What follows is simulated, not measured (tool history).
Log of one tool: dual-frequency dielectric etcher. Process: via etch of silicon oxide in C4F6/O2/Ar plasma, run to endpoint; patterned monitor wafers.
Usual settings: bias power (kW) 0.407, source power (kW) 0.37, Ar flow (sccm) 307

| run | hour | bias power (kW) | source power (kW) | Ar flow (sccm) | wafers since the last listed run | hours since the last wet clean | hours since the last bias power generator calibration | hours since the last source power generator calibration | hours since the last Ar flow controller change | hours since the last upper electrode change | incoming incoming film thickness, nm | endpoint time (s) |
|---|---|---|---|---|---|---|---|---|---|---|---|---|
| 1 | 0 | 0.384 | 0.37 | 307 | 0 | 33.6 | 1477.6 | 42.2 | 1957.3 | 3564 | 136 | 33.9 |
| 2 | 25.5 | 0.384 | 0.37 | 307 | 169 | 59.1 | 1503.1 | 67.7 | 1982.8 | 3589.5 | 136.5 | 33.9 |
| 3 | 46.8 | 0.407 | 0.37 | 307 | 141 | 80.4 | 1524.4 | 89 | 2004.1 | 3610.8 | 137.8 | 33.5 |
| 4 | 76 | 0.407 | 0.37 | 307 | 194 | 109.6 | 1553.6 | 118.2 | 2033.3 | 3640 | 137.1 | 33.5 |
| 5 | 107.7 | 0.358 | 0.29 | 264 | 211 | 141.3 | 1585.3 | 149.9 | 2065 | 3671.7 | 136.9 | 38.6 |
| 6 | 125.5 | 0.407 | 0.37 | 269 | 118 | 159.1 | 1603.1 | 167.7 | 2082.8 | 3689.5 | 137.2 | 33 |
|  | 139.8 | Ar flow controller replaced |
| 7 | 156.2 | 0.407 | 0.37 | 307 | 164 | 189.8 | 1633.8 | 198.4 | 16.4 | 3720.2 | 137 | 34 |
| 8 | 182.5 | 0.407 | 0.37 | 330 | 175 | 216.1 | 1660.1 | 224.7 | 42.7 | 3746.5 | 138.8 | 34.6 |
| 9 | 218 | 0.407 | 0.29 | 235 | 236 | 251.6 | 1695.6 | 260.2 | 78.2 | 3782 | 137.4 | 36.9 |
|  | 246.5 | upper electrode replaced |
| 10 | 247 | 0.463 | 0.37 | 368 | 33 | 280.6 | 1724.6 | 289.2 | 107.2 | 0.5 | 137.5 | 32.7 |
| 11 | 291.9 | 0.442 | 0.42 | 307 | 299 | 325.5 | 1769.5 | 334.1 | 152.1 | 45.4 | 138.5 | 31.5 |
| 12 | 316.5 | 0.356 | 0.29 | 264 | 163 | 350.1 | 1794.1 | 358.7 | 176.7 | 70 | 136.7 | 40.1 |
| 13 | 339.3 | 0.407 | 0.28 | 307 | 151 | 372.9 | 1816.9 | 381.5 | 199.5 | 92.8 | 136.2 | 38.9 |
| 14 | 354.2 | 0.407 | 0.37 | 307 | 99 | 387.8 | 1831.8 | 396.4 | 214.4 | 107.7 | 138.1 | 35 |
|  | 372.9 | bias power generator calibrated |
|  | 385.2 | wet clean of the chamber |
| 15 | 385.7 | 0.407 | 0.37 | 262 | 101 | 0.5 | 12.8 | 427.9 | 245.9 | 139.2 | 137.1 | 31.8 |
| 16 | 421.1 | 0.407 | 0.37 | 307 | 235 | 35.9 | 48.2 | 463.3 | 281.3 | 174.6 | 137.2 | 33 |
| 17 | 435.1 | 0.407 | 0.37 | 307 | 93 | 49.9 | 62.2 | 477.3 | 295.3 | 188.6 | 136.5 | 32.8 |
| 18 | 465.1 | 0.316 | 0.34 | 342 | 199 | 79.9 | 92.2 | 507.3 | 325.3 | 218.6 | 138 | 39.5 |
| 19 | 500.5 | 0.407 | 0.37 | 307 | 235 | 115.3 | 127.6 | 542.7 | 360.7 | 254 | 136.4 | 32.7 |
| 20 | 527.6 | 0.407 | 0.41 | 307 | 180 | 142.4 | 154.7 | 569.8 | 387.8 | 281.1 | 138.8 | 32.3 |
| 21 | 555.7 | 0.497 | 0.4 | 251 | 187 | 170.5 | 182.8 | 597.9 | 415.9 | 309.2 | 138.6 | 29 |
| 22 | 589.4 | 0.441 | 0.37 | 307 | 224 | 204.2 | 216.5 | 631.6 | 449.6 | 342.9 | 138 | 33 |
| 23 | 622.7 | 0.407 | 0.37 | 286 | 221 | 237.5 | 249.8 | 664.9 | 482.9 | 376.2 | 137.9 | 34.3 |
| 24 | 639.7 | 0.462 | 0.37 | 255 | 113 | 254.5 | 266.8 | 681.9 | 499.9 | 393.2 | 138 | 31.5 |
| 25 | 665.6 | 0.472 | 0.34 | 250 | 172 | 280.4 | 292.7 | 707.8 | 525.8 | 419.1 | 137.5 | 32.3 |
| 26 | 699.5 | 0.312 | 0.32 | 253 | 225 | 314.3 | 326.6 | 741.7 | 559.7 | 453 | 136.9 | 39.9 |
| 27 | 728.1 | 0.407 | 0.37 | 307 | 190 | 342.9 | 355.2 | 770.3 | 588.3 | 481.6 | 137.5 | 34.7 |
|  | 845.5 | wet clean of the chamber |
| 28 | 846 | 0.455 | 0.4 | 338 | 625 | 0.5 | 473.1 | 888.2 | 706.2 | 599.5 | 137.5 | 31 |

What the log doesn't show, run by run:
bias power that arrives over what is set, %: 0 in every run
source power that arrives over what is set, %: 0 in every run
Ar flow that arrives over what is set, %: 0 in every run
H1: etch rate over this chamber's usual, %
| run | H1 |
|---|---|
| 1 | -0.925 |
| 2 | -1.23 |
| 3 | -1.49 |
| 4 | -1.84 |
| 5 | -2.22 |
| 6 | -2.44 |
| 7 | -2.81 |
| 8 | -3.12 |
| 9 | -3.55 |
| 10 | -3.9 |
| 11 | -4.44 |
| 12 | -4.74 |
| 13 | -5.01 |
| 14 | -5.19 |
| 15 | 0.395 |
| 16 | -0.0314 |
| 17 | -0.2 |
| 18 | -0.561 |
| 19 | -0.988 |
| 20 | -1.31 |
| 21 | -1.65 |
| 22 | -2.06 |
| 23 | -2.46 |
| 24 | -2.66 |
| 25 | -2.98 |
| 26 | -3.39 |
| 27 | -3.73 |
| 28 | -0.301 |

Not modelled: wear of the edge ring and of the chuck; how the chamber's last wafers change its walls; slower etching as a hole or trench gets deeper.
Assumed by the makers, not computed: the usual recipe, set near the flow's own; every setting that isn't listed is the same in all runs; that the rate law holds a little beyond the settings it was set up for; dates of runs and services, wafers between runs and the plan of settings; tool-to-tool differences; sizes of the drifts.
